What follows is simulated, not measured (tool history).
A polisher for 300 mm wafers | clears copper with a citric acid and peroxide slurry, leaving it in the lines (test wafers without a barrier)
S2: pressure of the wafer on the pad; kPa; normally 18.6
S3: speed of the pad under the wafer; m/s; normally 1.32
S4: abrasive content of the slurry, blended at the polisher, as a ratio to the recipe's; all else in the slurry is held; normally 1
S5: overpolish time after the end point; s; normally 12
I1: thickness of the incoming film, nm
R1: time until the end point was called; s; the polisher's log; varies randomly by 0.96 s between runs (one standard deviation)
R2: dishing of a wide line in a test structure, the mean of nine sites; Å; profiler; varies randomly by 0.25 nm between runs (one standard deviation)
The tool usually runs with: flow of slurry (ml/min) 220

{"run": 1, "hour": 0.0, "flow of slurry (ml/min)": 160, "S2": 22.1, "S3": 1.32, "S4": 1, "S5": 12, "I1": 244.6, "R1": 85, "R2": 242}
{"run": 2, "hour": 18.7, "flow of slurry (ml/min)": 160, "S2": 22.1, "S3": 1.32, "S4": 1, "S5": 12, "I1": 243, "R1": 86.6, "R2": 233}
{"hour": 24.6, "done": "slurry nozzle cleaned"}
{"run": 3, "hour": 70.3, "flow of slurry (ml/min)": 250, "S2": 18.6, "S3": 1.32, "S4": 1.15, "S5": 12, "I1": 242.4, "R1": 92.2, "R2": 219}
{"run": 4, "hour": 92.0, "flow of slurry (ml/min)": 250, "S2": 18.6, "S3": 1.32, "S4": 1.15, "S5": 12, "I1": 248.6, "R1": 93.5, "R2": 224}
{"run": 5, "hour": 112.3, "flow of slurry (ml/min)": 220, "S2": 15.9, "S3": 1.32, "S4": 1, "S5": 12, "I1": 243.4, "R1": 112, "R2": 184}
{"hour": 133.3, "done": "slurry blender recalibrated"}
{"run": 6, "hour": 133.8, "flow of slurry (ml/min)": 220, "S2": 18.6, "S3": 1.32, "S4": 1, "S5": 12, "I1": 245.4, "R1": 97, "R2": 211}
{"run": 7, "hour": 158.3, "flow of slurry (ml/min)": 280, "S2": 18.6, "S3": 1.32, "S4": 1, "S5": 8, "I1": 245.1, "R1": 93.3, "R2": 151}
{"run": 8, "hour": 170.4, "flow of slurry (ml/min)": 220, "S2": 14.5, "S3": 1.32, "S4": 1.25, "S5": 12, "I1": 241.4, "R1": 117.6, "R2": 176}
{"hour": 175.9, "done": "worn pad replaced by a new one"}
{"run": 9, "hour": 188.6, "flow of slurry (ml/min)": 165, "S2": 18.6, "S3": 1.32, "S4": 1, "S5": 12, "I1": 242.8, "R1": 99.8, "R2": 206}
{"run": 10, "hour": 217.9, "flow of slurry (ml/min)": 265, "S2": 18.6, "S3": 1.32, "S4": 1, "S5": 12, "I1": 244.5, "R1": 92.1, "R2": 218}
{"run": 11, "hour": 251.5, "flow of slurry (ml/min)": 220, "S2": 18.6, "S3": 1.32, "S4": 1, "S5": 14, "I1": 245.4, "R1": 95.8, "R2": 246}
{"run": 12, "hour": 265.8, "flow of slurry (ml/min)": 220, "S2": 18.6, "S3": 1.32, "S4": 1, "S5": 12, "I1": 242.8, "R1": 95.8, "R2": 212}
{"run": 13, "hour": 280.5, "flow of slurry (ml/min)": 220, "S2": 18.6, "S3": 1.32, "S4": 1, "S5": 12, "I1": 248.8, "R1": 99, "R2": 209}
{"run": 14, "hour": 308.9, "flow of slurry (ml/min)": 220, "S2": 18.6, "S3": 1.48, "S4": 1, "S5": 12, "I1": 242.6, "R1": 86.1, "R2": 230}
{"run": 15, "hour": 342.6, "flow of slurry (ml/min)": 220, "S2": 18.6, "S3": 1.32, "S4": 1, "S5": 12, "I1": 248, "R1": 98, "R2": 213}
{"hour": 364.2, "done": "head pressure recalibrated"}
{"hour": 403.8, "done": "slurry blender recalibrated"}
{"run": 16, "hour": 444.6, "flow of slurry (ml/min)": 220, "S2": 13.8, "S3": 0.96, "S4": 1, "S5": 19, "I1": 245, "R1": 163, "R2": 195}
{"hour": 463.6, "done": "worn pad replaced by a new one"}
{"run": 17, "hour": 473.9, "flow of slurry (ml/min)": 220, "S2": 22.1, "S3": 1.32, "S4": 0.75, "S5": 17, "I1": 243.9, "R1": 80.7, "R2": 338}
{"run": 18, "hour": 487.5, "flow of slurry (ml/min)": 275, "S2": 18.6, "S3": 1.56, "S4": 1, "S5": 5, "I1": 243.6, "R1": 76.9, "R2": 116}
{"run": 19, "hour": 522.4, "flow of slurry (ml/min)": 250, "S2": 18.6, "S3": 1.32, "S4": 0.9, "S5": 12, "I1": 248.1, "R1": 94.1, "R2": 220}
{"run": 20, "hour": 540.6, "flow of slurry (ml/min)": 220, "S2": 20.7, "S3": 1.32, "S4": 1, "S5": 12, "I1": 248.3, "R1": 84.8, "R2": 238}
{"run": 21, "hour": 569.4, "flow of slurry (ml/min)": 220, "S2": 15.9, "S3": 1.72, "S4": 1.25, "S5": 8, "I1": 246.4, "R1": 82.9, "R2": 165}
{"hour": 595.3, "done": "slurry nozzle cleaned"}
{"run": 22, "hour": 603.3, "flow of slurry (ml/min)": 220, "S2": 24.8, "S3": 1.06, "S4": 1, "S5": 12, "I1": 244.3, "R1": 86.4, "R2": 230}
{"run": 23, "hour": 626.2, "flow of slurry (ml/min)": 220, "S2": 18.6, "S3": 1.32, "S4": 1, "S5": 12, "I1": 242.7, "R1": 91.5, "R2": 215}
{"run": 24, "hour": 646.4, "flow of slurry (ml/min)": 220, "S2": 18.6, "S3": 1.32, "S4": 1, "S5": 12, "I1": 243.3, "R1": 91.9, "R2": 218}
{"hour": 654.6, "done": "slurry blender recalibrated"}
{"run": 25, "hour": 669.2, "flow of slurry (ml/min)": 185, "S2": 22.8, "S3": 1.32, "S4": 0.9, "S5": 10, "I1": 244.4, "R1": 79.9, "R2": 210}
{"run": 26, "hour": 699.1, "flow of slurry (ml/min)": 220, "S2": 18.6, "S3": 1.32, "S4": 0.8, "S5": 14, "I1": 241.5, "R1": 95.3, "R2": 242}
{"hour": 710.5, "done": "worn pad replaced by a new one"}
{"run": 27, "hour": 712.4, "flow of slurry (ml/min)": 220, "S2": 18.6, "S3": 1.32, "S4": 0.8, "S5": 9, "I1": 244.6, "R1": 99.8, "R2": 157}
{"run": 28, "hour": 744.0, "flow of slurry (ml/min)": 220, "S2": 15.2, "S3": 1.32, "S4": 1.1, "S5": 12, "I1": 243.8, "R1": 112.2, "R2": 180}

The same runs without the tool's hidden state, with the same run-to-run variation:
Hidden state at play: removal rate lost through wear of the pad, %; slurry flow missing at the pad, %; deviation of the head's pressure from its setpoint, %; abrasive missing from the slurry, %.
run=1 R1=79.3 R2=258
run=2 R1=80.8 R2=249
run=3 R1=85.9 R2=234
run=4 R1=87.1 R2=239
run=5 R1=104.3 R2=196
run=6 R1=90.2 R2=226
run=7 R1=86.8 R2=162
run=8 R1=109.4 R2=188
run=9 R1=92.8 R2=220
run=10 R1=85.6 R2=234
run=11 R1=89 R2=263
run=12 R1=88.9 R2=227
run=13 R1=91.9 R2=224
run=14 R1=79.8 R2=246
run=15 R1=90.9 R2=228
run=16 R1=158.1 R2=200
run=17 R1=77.8 R2=348
run=18 R1=74 R2=121
run=19 R1=90.2 R2=229
run=20 R1=81 R2=248
run=21 R1=78.9 R2=173
run=22 R1=81.9 R2=242
run=23 R1=86.5 R2=226
run=24 R1=86.7 R2=230
run=25 R1=75.2 R2=222
run=26 R1=89.4 R2=257
run=27 R1=93.5 R2=167
run=28 R1=104.8 R2=192
